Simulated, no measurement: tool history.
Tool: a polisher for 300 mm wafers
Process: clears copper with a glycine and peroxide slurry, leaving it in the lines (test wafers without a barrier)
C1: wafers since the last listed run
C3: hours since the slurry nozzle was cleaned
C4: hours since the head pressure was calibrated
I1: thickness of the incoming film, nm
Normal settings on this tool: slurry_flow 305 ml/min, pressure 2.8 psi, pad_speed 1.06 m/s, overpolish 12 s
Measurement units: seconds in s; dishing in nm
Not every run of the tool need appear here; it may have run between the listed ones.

{"run": 1, "day": 0.0, "slurry_flow": 305, "pressure": 2.8, "pad_speed": 1.28, "overpolish": 12, "C1": 0, "wafers polished on this pad": 1067, "C3": 150.7, "C4": 280.0, "I1": 772.2, "seconds": 133.0, "dishing": 30.0}
{"day": 1.0, "done": "worn pad replaced by a new one"}
{"run": 2, "day": 1.088, "slurry_flow": 305, "pressure": 2.8, "pad_speed": 1.28, "overpolish": 12, "C1": 170, "wafers polished on this pad": 15, "C3": 176.8, "C4": 306.1, "I1": 763.7, "seconds": 136.9, "dishing": 30.0}
{"run": 3, "day": 1.962, "slurry_flow": 305, "pressure": 2.8, "pad_speed": 0.84, "overpolish": 12, "C1": 162, "wafers polished on this pad": 178, "C3": 197.8, "C4": 327.1, "I1": 755.8, "seconds": 196.3, "dishing": 24.2}
{"day": 2.75, "done": "slurry nozzle cleaned"}
{"run": 4, "day": 3.208, "slurry_flow": 305, "pressure": 2.8, "pad_speed": 0.84, "overpolish": 12, "C1": 223, "wafers polished on this pad": 401, "C3": 11.0, "C4": 357.0, "I1": 761.0, "seconds": 185.3, "dishing": 24.6}
{"run": 5, "day": 4.571, "slurry_flow": 305, "pressure": 2.8, "pad_speed": 0.84, "overpolish": 12, "C1": 252, "wafers polished on this pad": 654, "C3": 43.7, "C4": 389.7, "I1": 768.9, "seconds": 187.4, "dishing": 26.5}
{"run": 6, "day": 5.379, "slurry_flow": 305, "pressure": 2.8, "pad_speed": 1.06, "overpolish": 12, "C1": 149, "wafers polished on this pad": 804, "C3": 63.1, "C4": 409.1, "I1": 755.4, "seconds": 146.7, "dishing": 27.4}
{"run": 7, "day": 6.321, "slurry_flow": 305, "pressure": 2.8, "pad_speed": 1.06, "overpolish": 12, "C1": 174, "wafers polished on this pad": 978, "C3": 85.7, "C4": 431.7, "I1": 762.5, "seconds": 150.8, "dishing": 26.9}
{"day": 7.558, "done": "head pressure recalibrated"}
{"run": 8, "day": 7.579, "slurry_flow": 305, "pressure": 2.8, "pad_speed": 1.06, "overpolish": 12, "C1": 217, "wafers polished on this pad": 1196, "C3": 115.9, "C4": 0.5, "I1": 774.3, "seconds": 157.7, "dishing": 27.7}
{"day": 7.929, "done": "worn pad replaced by a new one"}
{"run": 9, "day": 11.983, "slurry_flow": 305, "pressure": 2.8, "pad_speed": 1.06, "overpolish": 12, "C1": 785, "wafers polished on this pad": 752, "C3": 221.6, "C4": 106.2, "I1": 754.2, "seconds": 163.3, "dishing": 25.7}
{"run": 10, "day": 12.612, "slurry_flow": 305, "pressure": 2.8, "pad_speed": 1.06, "overpolish": 12, "C1": 116, "wafers polished on this pad": 868, "C3": 236.7, "C4": 121.3, "I1": 768.5, "seconds": 167.0, "dishing": 26.9}
{"day": 12.812, "done": "slurry nozzle cleaned"}
{"run": 11, "day": 13.508, "slurry_flow": 305, "pressure": 2.8, "pad_speed": 1.06, "overpolish": 12, "C1": 158, "wafers polished on this pad": 1027, "C3": 16.7, "C4": 142.8, "I1": 753.6, "seconds": 149.1, "dishing": 27.8}
{"day": 14.046, "done": "worn pad replaced by a new one"}
{"run": 12, "day": 14.104, "slurry_flow": 330, "pressure": 2.8, "pad_speed": 1.06, "overpolish": 12, "C1": 79, "wafers polished on this pad": 11, "C3": 31.0, "C4": 157.1, "I1": 751.5, "seconds": 147.5, "dishing": 27.6}
{"run": 13, "day": 15.471, "slurry_flow": 305, "pressure": 2.5, "pad_speed": 1.06, "overpolish": 12, "C1": 253, "wafers polished on this pad": 264, "C3": 63.8, "C4": 189.9, "I1": 750.8, "seconds": 163.3, "dishing": 26.3}
{"run": 14, "day": 16.221, "slurry_flow": 305, "pressure": 2.5, "pad_speed": 1.06, "overpolish": 12, "C1": 139, "wafers polished on this pad": 403, "C3": 81.8, "C4": 207.9, "I1": 752.3, "seconds": 166.1, "dishing": 27.0}
{"run": 15, "day": 16.862, "slurry_flow": 350, "pressure": 2.8, "pad_speed": 0.78, "overpolish": 12, "C1": 118, "wafers polished on this pad": 522, "C3": 97.2, "C4": 223.3, "I1": 761.7, "seconds": 192.2, "dishing": 24.7}
{"run": 16, "day": 18.333, "slurry_flow": 360, "pressure": 2.8, "pad_speed": 0.88, "overpolish": 8, "C1": 272, "wafers polished on this pad": 795, "C3": 132.5, "C4": 258.6, "I1": 767.4, "seconds": 177.3, "dishing": 19.6}
{"run": 17, "day": 19.646, "slurry_flow": 240, "pressure": 2.8, "pad_speed": 1.06, "overpolish": 12, "C1": 243, "wafers polished on this pad": 1038, "C3": 164.0, "C4": 290.1, "I1": 769.6, "seconds": 162.2, "dishing": 26.1}
{"day": 19.879, "done": "worn pad replaced by a new one"}
{"run": 18, "day": 20.154, "slurry_flow": 305, "pressure": 2.8, "pad_speed": 1.06, "overpolish": 12, "C1": 63, "wafers polished on this pad": 50, "C3": 176.2, "C4": 302.3, "I1": 770.1, "seconds": 158.6, "dishing": 27.4}
{"run": 19, "day": 22.058, "slurry_flow": 305, "pressure": 2.8, "pad_speed": 1.06, "overpolish": 7, "C1": 353, "wafers polished on this pad": 403, "C3": 221.9, "C4": 348.0, "I1": 754.2, "seconds": 156.9, "dishing": 20.1}
{"run": 20, "day": 22.958, "slurry_flow": 305, "pressure": 2.8, "pad_speed": 1.24, "overpolish": 17, "C1": 166, "wafers polished on this pad": 570, "C3": 243.5, "C4": 369.6, "I1": 764.3, "seconds": 148.7, "dishing": 32.0}
{"day": 23.179, "done": "slurry nozzle cleaned"}
{"run": 21, "day": 23.671, "slurry_flow": 305, "pressure": 2.8, "pad_speed": 1.06, "overpolish": 12, "C1": 124, "wafers polished on this pad": 695, "C3": 11.8, "C4": 386.7, "I1": 755.1, "seconds": 147.3, "dishing": 26.5}
{"day": 23.908, "done": "head pressure recalibrated"}
{"run": 22, "day": 24.962, "slurry_flow": 255, "pressure": 3.8, "pad_speed": 0.8, "overpolish": 8, "C1": 224, "wafers polished on this pad": 919, "C3": 42.8, "C4": 25.3, "I1": 763.0, "seconds": 153.1, "dishing": 23.1}
{"run": 23, "day": 26.154, "slurry_flow": 250, "pressure": 3.3, "pad_speed": 1.22, "overpolish": 17, "C1": 220, "wafers polished on this pad": 1140, "C3": 71.4, "C4": 53.9, "I1": 759.2, "seconds": 119.1, "dishing": 34.9}

Expected results for the next run?
{"day": 26.792, "done": "worn pad replaced by a new one"}
{"run": 24, "day": 27.025, "slurry_flow": 305, "pressure": 2.8, "pad_speed": 1.06, "overpolish": 12, "C1": 130, "wafers polished on this pad": 43, "C3": 92.3, "C4": 74.8, "I1": 764.8, "seconds": "?", "dishing": "?"}

{"run 24": {"seconds": 153.4, "dishing": 26.9}}
Were there no unlogged condition in the tool, this run, its random variation unchanged, would have produced seconds 152.1 s, dishing 27.0 nm.

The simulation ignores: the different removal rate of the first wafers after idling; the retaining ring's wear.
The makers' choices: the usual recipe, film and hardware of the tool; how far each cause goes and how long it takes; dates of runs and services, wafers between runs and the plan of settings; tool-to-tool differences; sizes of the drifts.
